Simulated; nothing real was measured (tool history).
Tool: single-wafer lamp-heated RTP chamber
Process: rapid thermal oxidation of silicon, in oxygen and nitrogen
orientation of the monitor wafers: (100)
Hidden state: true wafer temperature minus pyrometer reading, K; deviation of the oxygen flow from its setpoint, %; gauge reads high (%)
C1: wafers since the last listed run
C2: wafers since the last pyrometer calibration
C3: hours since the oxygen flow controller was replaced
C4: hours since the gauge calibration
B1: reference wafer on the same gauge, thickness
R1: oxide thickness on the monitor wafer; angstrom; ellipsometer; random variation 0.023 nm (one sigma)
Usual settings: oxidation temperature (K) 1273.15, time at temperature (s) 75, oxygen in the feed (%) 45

run 1 hour=0 | oxidation_temperature_(K)=1273.15 time_at_temperature_(s)=75 oxygen_in_the_feed_(%)=45 | C1=0 C2=5072 C3=1886.2 C4=146 | B1=5.981 | R1=52.82
run 2 hour=17.4 | oxidation_temperature_(K)=1284.15 time_at_temperature_(s)=75 oxygen_in_the_feed_(%)=45 | C1=172 C2=5245 C3=1903.6 C4=163.4 | B1=5.983 | R1=56.54
run 3 hour=51.6 | oxidation_temperature_(K)=1273.15 time_at_temperature_(s)=75 oxygen_in_the_feed_(%)=45 | C1=339 C2=5585 C3=1937.8 C4=197.6 | B1=5.983 | R1=52.78
run 4 hour=79.2 | oxidation_temperature_(K)=1273.15 time_at_temperature_(s)=75 oxygen_in_the_feed_(%)=45 | C1=274 C2=5859 C3=1965.4 C4=225.2 | B1=5.998 | R1=52.64
run 5 hour=100.2 | oxidation_temperature_(K)=1273.15 time_at_temperature_(s)=75 oxygen_in_the_feed_(%)=45 | C1=208 C2=6067 C3=1986.4 C4=246.2 | B1=6.01 | R1=52.72
run 6 hour=116.4 | oxidation_temperature_(K)=1273.15 time_at_temperature_(s)=75 oxygen_in_the_feed_(%)=45 | C1=160 C2=6228 C3=2002.6 C4=262.4 | B1=6.003 | R1=52.9
run 7 hour=131.3 | oxidation_temperature_(K)=1273.15 time_at_temperature_(s)=75 oxygen_in_the_feed_(%)=45 | C1=147 C2=6376 C3=2017.5 C4=277.3 | B1=6.009 | R1=53.01
run 8 hour=162.6 | oxidation_temperature_(K)=1273.15 time_at_temperature_(s)=75 oxygen_in_the_feed_(%)=45 | C1=310 C2=6687 C3=2048.8 C4=308.6 | B1=6.009 | R1=52.94
-- hour=176.7 oxygen flow controller replaced
-- hour=220.9 pyrometer window cleaned and pyrometer calibrated
run 9 hour=258.1 | oxidation_temperature_(K)=1273.15 time_at_temperature_(s)=75 oxygen_in_the_feed_(%)=45 | C1=789 C2=369 C3=81.4 C4=404.1 | B1=6.054 | R1=53.29
run 10 hour=284.8 | oxidation_temperature_(K)=1282.15 time_at_temperature_(s)=103 oxygen_in_the_feed_(%)=36 | C1=265 C2=634 C3=108.1 C4=430.8 | B1=6.054 | R1=60.77
run 11 hour=302 | oxidation_temperature_(K)=1302.15 time_at_temperature_(s)=55 oxygen_in_the_feed_(%)=25 | C1=170 C2=805 C3=125.3 C4=448 | B1=6.053 | R1=47.2
run 12 hour=314 | oxidation_temperature_(K)=1284.15 time_at_temperature_(s)=75 oxygen_in_the_feed_(%)=45 | C1=119 C2=924 C3=137.3 C4=460 | B1=6.07 | R1=57.62
run 13 hour=349.4 | oxidation_temperature_(K)=1294.15 time_at_temperature_(s)=62 oxygen_in_the_feed_(%)=31 | C1=351 C2=1275 C3=172.7 C4=495.4 | B1=6.096 | R1=50.39
-- hour=360.3 gauge calibrated
run 14 hour=374.2 | oxidation_temperature_(K)=1273.15 time_at_temperature_(s)=75 oxygen_in_the_feed_(%)=45 | C1=246 C2=1522 C3=197.5 C4=13.9 | B1=5.97 | R1=52.65
run 15 hour=428.3 | oxidation_temperature_(K)=1273.15 time_at_temperature_(s)=75 oxygen_in_the_feed_(%)=37 | C1=537 C2=2059 C3=251.6 C4=68 | B1=5.985 | R1=49.75
run 16 hour=444.9 | oxidation_temperature_(K)=1294.15 time_at_temperature_(s)=62 oxygen_in_the_feed_(%)=31 | C1=164 C2=2224 C3=268.2 C4=84.6 | B1=5.974 | R1=49.45
run 17 hour=471 | oxidation_temperature_(K)=1273.15 time_at_temperature_(s)=94 oxygen_in_the_feed_(%)=45 | C1=259 C2=2483 C3=294.3 C4=110.7 | B1=5.98 | R1=58.16

How the hidden state differs across the entries between the runs, from the last listed run before each to the first after it:
Between runs 8 and 9: oxygen flow controller replaced (hour 176.7); pyrometer window cleaned and pyrometer calibrated (hour 220.9)
  gauge reads high (%): 0.737 -> 1.27
  measured less the result without the state, R1: +0.39 -> +0.66 angstrom
Between runs 13 and 14: gauge calibrated (hour 360.3)
  gauge reads high (%): 1.91 -> 0.0562
  measured less the result without the state, R1: +0.95 -> +0.03 angstrom
